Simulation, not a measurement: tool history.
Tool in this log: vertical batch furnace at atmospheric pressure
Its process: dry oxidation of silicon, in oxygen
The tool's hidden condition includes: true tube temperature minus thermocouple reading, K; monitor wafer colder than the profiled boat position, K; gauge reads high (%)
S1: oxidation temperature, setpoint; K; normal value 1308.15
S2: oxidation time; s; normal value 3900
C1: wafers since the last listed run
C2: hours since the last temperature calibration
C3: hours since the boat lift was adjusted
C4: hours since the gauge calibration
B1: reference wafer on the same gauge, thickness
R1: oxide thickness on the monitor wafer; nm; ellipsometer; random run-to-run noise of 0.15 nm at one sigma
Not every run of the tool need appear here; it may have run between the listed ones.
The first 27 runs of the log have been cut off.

Run 28, day 14.346: usual settings but S1 1317.15 K, S2 2700 s; C1 51; C2 4.5; C3 212; C4 42.8; B1 103.7. Result: R1 83.16 nm.
Run 29, day 14.517: usual settings but S1 1331.15 K, S2 3300 s; C1 52; C2 8.6; C3 216.1; C4 46.9; B1 103.68. Result: R1 101.95 nm.
Run 30, day 14.683: usual settings but S1 1320.15 K, S2 5370 s; C1 51; C2 12.6; C3 220.1; C4 50.9; B1 103.66. Result: R1 128.8 nm.
Run 31, day 16.412: usual settings but S1 1323.15 K; C1 531; C2 54.1; C3 261.6; C4 92.4; B1 103.68. Result: R1 108.01 nm.
Run 32, day 16.988: usual settings but S1 1301.15 K, S2 2580 s; C1 176; C2 67.9; C3 275.4; C4 106.2; B1 103.72. Result: R1 73.77 nm.
Run 33, day 17.471: usual settings; C1 148; C2 79.5; C3 287; C4 117.8; B1 103.7. Result: R1 99.26 nm.
Run 34, day 17.85: usual settings but S1 1326.15 K, S2 4860 s; C1 116; C2 88.6; C3 296.1; C4 126.9; B1 103.69. Result: R1 125.44 nm.
Run 35, day 18.429: usual settings but S1 1302.15 K, S2 5130 s; C1 178; C2 102.5; C3 310; C4 140.8; B1 103.73. Result: R1 113.48 nm.
Run 36, day 18.912: usual settings but S1 1297.15 K, S2 2820 s; C1 148; C2 114.1; C3 321.6; C4 152.4; B1 103.69. Result: R1 75.99 nm.
Run 37, day 19.338: usual settings but S1 1329.15 K, S2 5250 s; C1 130; C2 124.3; C3 331.8; C4 162.6; B1 103.65. Result: R1 133.85 nm.
Run 38, day 19.871: usual settings but S1 1288.15 K; C1 164; C2 137.1; C3 344.6; C4 175.4; B1 103.66. Result: R1 87.63 nm.

What if the next run were any one of these 5? Each begins from the tool's condition after run 38:
Run A, day 20.042: usual settings but S2 5820 s; C1 52; C2 141.2; C3 348.7; C4 179.5; B1 ?. Result: R1 ?.
Run B, day 20.042: usual settings but S2 4560 s; C1 52; C2 141.2; C3 348.7; C4 179.5; B1 ?. Result: R1 ?.
Run C, day 20.042: usual settings but S1 1330.15 K, S2 3270 s; C1 52; C2 141.2; C3 348.7; C4 179.5; B1 ?. Result: R1 ?.
Run D, day 20.042: usual settings but S1 1290.15 K, S2 2580 s; C1 52; C2 141.2; C3 348.7; C4 179.5; B1 ?. Result: R1 ?.
Run E, day 20.042: usual settings but S1 1297.15 K, S2 5370 s; C1 52; C2 141.2; C3 348.7; C4 179.5; B1 ?. Result: R1 ?.

run      B1      R1
  A  103.66  126.93
  B  103.66  109.34
  C  103.66  101.04
  D  103.66   68.86
  E  103.66  113.28
Without the tool's hidden state the same runs would have given:
run      R1
  A  126.55
  B  109.01
  C  100.73
  D   68.62
  E  112.92

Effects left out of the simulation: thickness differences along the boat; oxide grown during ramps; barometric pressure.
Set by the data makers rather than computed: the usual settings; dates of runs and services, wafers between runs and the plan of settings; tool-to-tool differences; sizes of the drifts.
